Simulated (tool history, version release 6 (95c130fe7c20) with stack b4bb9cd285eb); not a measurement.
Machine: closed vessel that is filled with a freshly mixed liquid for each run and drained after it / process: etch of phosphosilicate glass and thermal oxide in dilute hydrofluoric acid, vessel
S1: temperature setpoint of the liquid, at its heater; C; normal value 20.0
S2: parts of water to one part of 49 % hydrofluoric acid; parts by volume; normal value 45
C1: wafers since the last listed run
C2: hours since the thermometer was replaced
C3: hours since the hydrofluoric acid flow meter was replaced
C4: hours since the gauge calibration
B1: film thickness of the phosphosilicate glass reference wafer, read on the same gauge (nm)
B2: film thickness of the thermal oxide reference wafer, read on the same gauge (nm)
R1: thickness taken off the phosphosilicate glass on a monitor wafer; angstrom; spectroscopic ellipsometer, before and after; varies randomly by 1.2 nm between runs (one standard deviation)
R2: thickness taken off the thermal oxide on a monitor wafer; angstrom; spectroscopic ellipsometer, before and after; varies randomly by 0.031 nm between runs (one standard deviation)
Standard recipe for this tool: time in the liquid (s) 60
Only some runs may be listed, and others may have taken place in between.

Run 1, hour 0.0: usual settings but S1 24.0 C, S2 35 parts by volume; C1 0; C2 2120.3; C3 519.7; C4 1564.8; B1 130.00; B2 40.00. Result: R1 2812.7 angstrom, R2 104.9 angstrom.
Run 2, hour 39.0: usual settings but S1 24.0 C, S2 35 parts by volume; C1 2483; C2 2159.3; C3 558.7; C4 1603.8; B1 130.02; B2 39.98. Result: R1 2815.8 angstrom, R2 104.8 angstrom.
At hour 58.1: hydrofluoric acid flow meter replaced.
Run 3, hour 117.9: usual settings but time in the liquid (s) 85; C1 4961; C2 2238.2; C3 59.8; C4 1682.7; B1 129.98; B2 40.00. Result: R1 2469.7 angstrom, R2 92.9 angstrom.
Run 4, hour 172.8: usual settings but S2 40 parts by volume, time in the liquid (s) 80; C1 3496; C2 2293.1; C3 114.7; C4 1737.6; B1 130.00; B2 40.02. Result: R1 2654.0 angstrom, R2 99.0 angstrom.
Run 5, hour 252.2: usual settings but S2 40 parts by volume, time in the liquid (s) 80; C1 5056; C2 2372.5; C3 194.1; C4 1817.0; B1 130.01; B2 39.98. Result: R1 2677.8 angstrom, R2 100.1 angstrom.
Run 6, hour 316.2: usual settings but S2 40 parts by volume, time in the liquid (s) 80; C1 4075; C2 2436.5; C3 258.1; C4 1881.0; B1 129.97; B2 40.00. Result: R1 2669.1 angstrom, R2 101.1 angstrom.
At hour 363.9: thermometer replaced.
Run 7, hour 371.3: usual settings; C1 3445; C2 7.4; C3 313.2; C4 1936.1; B1 129.99; B2 40.00. Result: R1 1677.7 angstrom, R2 62.5 angstrom.
Run 8, hour 430.0: usual settings; C1 3738; C2 66.1; C3 371.9; C4 1994.8; B1 130.00; B2 39.99. Result: R1 1686.8 angstrom, R2 62.6 angstrom.
Run 9, hour 493.5: usual settings; C1 4044; C2 129.6; C3 435.4; C4 2058.3; B1 130.01; B2 39.98. Result: R1 1669.7 angstrom, R2 63.5 angstrom.
Run 10, hour 555.9: usual settings; C1 3974; C2 192.0; C3 497.8; C4 2120.7; B1 129.99; B2 40.00. Result: R1 1710.4 angstrom, R2 64.3 angstrom.
At hour 567.1: hydrofluoric acid flow meter replaced.
Run 11, hour 651.9: usual settings but S1 17.0 C; C1 6050; C2 288.0; C3 84.8; C4 2216.7; B1 129.96; B2 39.99. Result: R1 1451.4 angstrom, R2 54.1 angstrom.
Run 12, hour 697.1: usual settings but S1 23.5 C, S2 35 parts by volume; C1 2878; C2 333.2; C3 130.0; C4 2261.9; B1 130.01; B2 40.02. Result: R1 2476.0 angstrom, R2 93.4 angstrom.
Run 13, hour 783.0: usual settings; C1 5470; C2 419.1; C3 215.9; C4 2347.8; B1 130.03; B2 39.99. Result: R1 1671.1 angstrom, R2 63.1 angstrom.
At hour 800.5: gauge calibrated.
Run 14, hour 909.4: usual settings but S1 22.0 C, S2 25 parts by volume; C1 8049; C2 545.5; C3 342.3; C4 108.9; B1 129.98; B2 40.04. Result: R1 3399.8 angstrom, R2 128.1 angstrom.
Run 15, hour 970.6: usual settings but S1 22.5 C, S2 35 parts by volume, time in the liquid (s) 70; C1 3897; C2 606.7; C3 403.5; C4 170.1; B1 130.03; B2 39.99. Result: R1 2895.0 angstrom, R2 108.3 angstrom.
Run 16, hour 1021.2: usual settings but S1 24.0 C; C1 3222; C2 657.3; C3 454.1; C4 220.7; B1 129.97; B2 40.00. Result: R1 2031.7 angstrom, R2 76.2 angstrom.
At hour 1120.2: hydrofluoric acid flow meter replaced.
Run 17, hour 1122.3: usual settings but S1 21.5 C, S2 25 parts by volume, time in the liquid (s) 45; C1 6375; C2 758.4; C3 2.1; C4 321.8; B1 130.00; B2 40.05. Result: R1 2409.1 angstrom, R2 90.3 angstrom.
Run 18, hour 1216.3: usual settings; C1 5986; C2 852.4; C3 96.1; C4 415.8; B1 130.03; B2 39.98. Result: R1 1667.7 angstrom, R2 62.9 angstrom.
Run 19, hour 1295.8: usual settings; C1 5063; C2 931.9; C3 175.6; C4 495.3; B1 129.98; B2 39.94. Result: R1 1697.9 angstrom, R2 63.1 angstrom.
Run 20, hour 1388.0: usual settings but S1 23.5 C, S2 65 parts by volume, time in the liquid (s) 30; C1 5871; C2 1024.1; C3 267.8; C4 587.5; B1 130.01; B2 39.99. Result: R1 665.3 angstrom, R2 25.1 angstrom.
Run 21, hour 1436.1: usual settings but S1 24.0 C, S2 40 parts by volume, time in the liquid (s) 35; C1 3063; C2 1072.2; C3 315.9; C4 635.6; B1 130.00; B2 40.02. Result: R1 1333.1 angstrom, R2 49.8 angstrom.
At hour 1671.0: hydrofluoric acid flow meter replaced.
Run 22, hour 1693.6: usual settings but S2 30 parts by volume, time in the liquid (s) 50; C1 16335; C2 1329.7; C3 22.6; C4 893.1; B1 130.02; B2 39.99. Result: R1 2128.3 angstrom, R2 80.6 angstrom.
Run 23, hour 1994.6: usual settings but S1 18.5 C, S2 25 parts by volume, time in the liquid (s) 45; C1 19169; C2 1630.7; C3 323.6; C4 1194.1; B1 130.00; B2 40.00. Result: R1 2264.2 angstrom, R2 85.7 angstrom.
Run 24, hour 2091.6: usual settings but S2 40 parts by volume; C1 6177; C2 1727.7; C3 420.6; C4 1291.1; B1 130.02; B2 39.99. Result: R1 2031.6 angstrom, R2 75.6 angstrom.

Here are 5 independent what-if runs from the current tool condition. What would each one return?
Run A, hour 2092.3: usual settings; C1 44; C2 1728.4; C3 421.3; C4 1291.8; B1 ?; B2 ?. Result: R1 ?, R2 ?.
Run B, hour 2092.3: usual settings but S1 17.5 C, S2 35 parts by volume, time in the liquid (s) 30; C1 44; C2 1728.4; C3 421.3; C4 1291.8; B1 ?; B2 ?. Result: R1 ?, R2 ?.
Run C, hour 2092.3: usual settings but S1 23.5 C, S2 25 parts by volume, time in the liquid (s) 35; C1 44; C2 1728.4; C3 421.3; C4 1291.8; B1 ?; B2 ?. Result: R1 ?, R2 ?.
Run D, hour 2092.3: usual settings but S1 22.0 C; C1 44; C2 1728.4; C3 421.3; C4 1291.8; B1 ?; B2 ?. Result: R1 ?, R2 ?.
Run E, hour 2092.3: usual settings but S1 23.0 C, time in the liquid (s) 35; C1 44; C2 1728.4; C3 421.3; C4 1291.8; B1 ?; B2 ?. Result: R1 ?, R2 ?.

run      B1     B2      R1    R2
  A  130.01  39.96  1761.1  66.4
  B  130.01  39.96  1029.3  38.8
  C  130.01  39.96  2196.8  82.8
  D  130.01  39.96  1915.2  72.2
  E  130.01  39.96  1164.5  43.9
Stripped of hidden state, with their random variation kept, the same runs would have yielded:
run      R1    R2
  A  1588.2  59.9
  B   927.3  34.9
  C  1983.9  74.8
  D  1728.4  65.1
  E  1051.3  39.6
